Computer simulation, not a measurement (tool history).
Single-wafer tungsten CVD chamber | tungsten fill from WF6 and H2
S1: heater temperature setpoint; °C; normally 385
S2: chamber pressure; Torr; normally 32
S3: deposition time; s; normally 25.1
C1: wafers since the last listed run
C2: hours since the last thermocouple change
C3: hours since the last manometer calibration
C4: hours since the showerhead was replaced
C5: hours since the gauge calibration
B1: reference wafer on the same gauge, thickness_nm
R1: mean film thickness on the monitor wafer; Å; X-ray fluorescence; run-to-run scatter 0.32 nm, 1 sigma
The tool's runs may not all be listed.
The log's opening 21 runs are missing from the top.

{"hour": 1009.9, "done": "thermocouple changed; heater temperature recalibrated"}
{"hour": 1048.8, "done": "capacitance manometer re-zeroed and calibrated"}
{"run": 22, "hour": 1049.3, "S1": 380, "S2": 37.6, "S3": 22.9, "C1": 1442, "C2": 39.4, "C3": 0.5, "C4": 275.2, "C5": 92.7, "B1": 44.172, "R1": 480.22}
{"run": 23, "hour": 1085.8, "S1": 385, "S2": 25.4, "S3": 29.3, "C1": 1110, "C2": 75.9, "C3": 37, "C4": 311.7, "C5": 129.2, "B1": 44.239, "R1": 556.09}
{"run": 24, "hour": 1125.5, "S1": 371, "S2": 28.7, "S3": 28.1, "C1": 1207, "C2": 115.6, "C3": 76.7, "C4": 351.4, "C5": 168.9, "B1": 44.085, "R1": 413.96}
{"run": 25, "hour": 1178.4, "S1": 385, "S2": 32, "S3": 25.1, "C1": 1609, "C2": 168.5, "C3": 129.6, "C4": 404.3, "C5": 221.8, "B1": 44.127, "R1": 540.93}
{"run": 26, "hour": 1226.4, "S1": 400, "S2": 25, "S3": 25.1, "C1": 1460, "C2": 216.5, "C3": 177.6, "C4": 452.3, "C5": 269.8, "B1": 44.23, "R1": 658.29}
{"run": 27, "hour": 1283.1, "S1": 385, "S2": 34.5, "S3": 25.1, "C1": 1725, "C2": 273.2, "C3": 234.3, "C4": 509, "C5": 326.5, "B1": 44.256, "R1": 573.39}
{"run": 28, "hour": 1352.2, "S1": 393, "S2": 32, "S3": 29, "C1": 2102, "C2": 342.3, "C3": 303.4, "C4": 578.1, "C5": 395.6, "B1": 44.146, "R1": 763.89}
{"run": 29, "hour": 1410.0, "S1": 385, "S2": 26.7, "S3": 25.1, "C1": 1758, "C2": 400.1, "C3": 361.2, "C4": 635.9, "C5": 453.4, "B1": 44.165, "R1": 494.79}
{"run": 30, "hour": 1472.4, "S1": 390, "S2": 25.1, "S3": 20.7, "C1": 1898, "C2": 462.5, "C3": 423.6, "C4": 698.3, "C5": 515.8, "B1": 44.19, "R1": 443.71}
{"run": 31, "hour": 1497.3, "S1": 391, "S2": 24.8, "S3": 22.5, "C1": 757, "C2": 487.4, "C3": 448.5, "C4": 723.2, "C5": 540.7, "B1": 44.282, "R1": 488.65}
{"run": 32, "hour": 1523.3, "S1": 385, "S2": 26.4, "S3": 25.1, "C1": 791, "C2": 513.4, "C3": 474.5, "C4": 749.2, "C5": 566.7, "B1": 44.178, "R1": 499.88}
{"run": 33, "hour": 1561.4, "S1": 385, "S2": 32, "S3": 25.1, "C1": 1159, "C2": 551.5, "C3": 512.6, "C4": 787.3, "C5": 604.8, "B1": 44.187, "R1": 551.07}
{"run": 34, "hour": 1591.5, "S1": 385, "S2": 32, "S3": 25.1, "C1": 915, "C2": 581.6, "C3": 542.7, "C4": 817.4, "C5": 634.9, "B1": 44.244, "R1": 546.97}

Each row is a separate what-if for the run after 34, all from the same tool condition, not one after another. Results?
{"run": "A", "hour": 1591.9, "S1": 385, "S2": 32, "S3": 30.1, "C1": 12, "C2": 582, "C3": 543.1, "C4": 817.8, "C5": 635.3, "B1": "?", "R1": "?"}
{"run": "B", "hour": 1591.9, "S1": 389, "S2": 36.4, "S3": 23, "C1": 12, "C2": 582, "C3": 543.1, "C4": 817.8, "C5": 635.3, "B1": "?", "R1": "?"}
{"run": "C", "hour": 1591.9, "S1": 370, "S2": 38.5, "S3": 23.2, "C1": 12, "C2": 582, "C3": 543.1, "C4": 817.8, "C5": 635.3, "B1": "?", "R1": "?"}

run=A B1=44.201 R1=656.31
run=B B1=44.201 R1=585.5
run=C B1=44.201 R1=390.92
The same runs, with their run-to-run variation unchanged, on a tool lacking any hidden condition would have given:
run=A R1=650.46
run=B R1=580.35
run=C R1=387.16
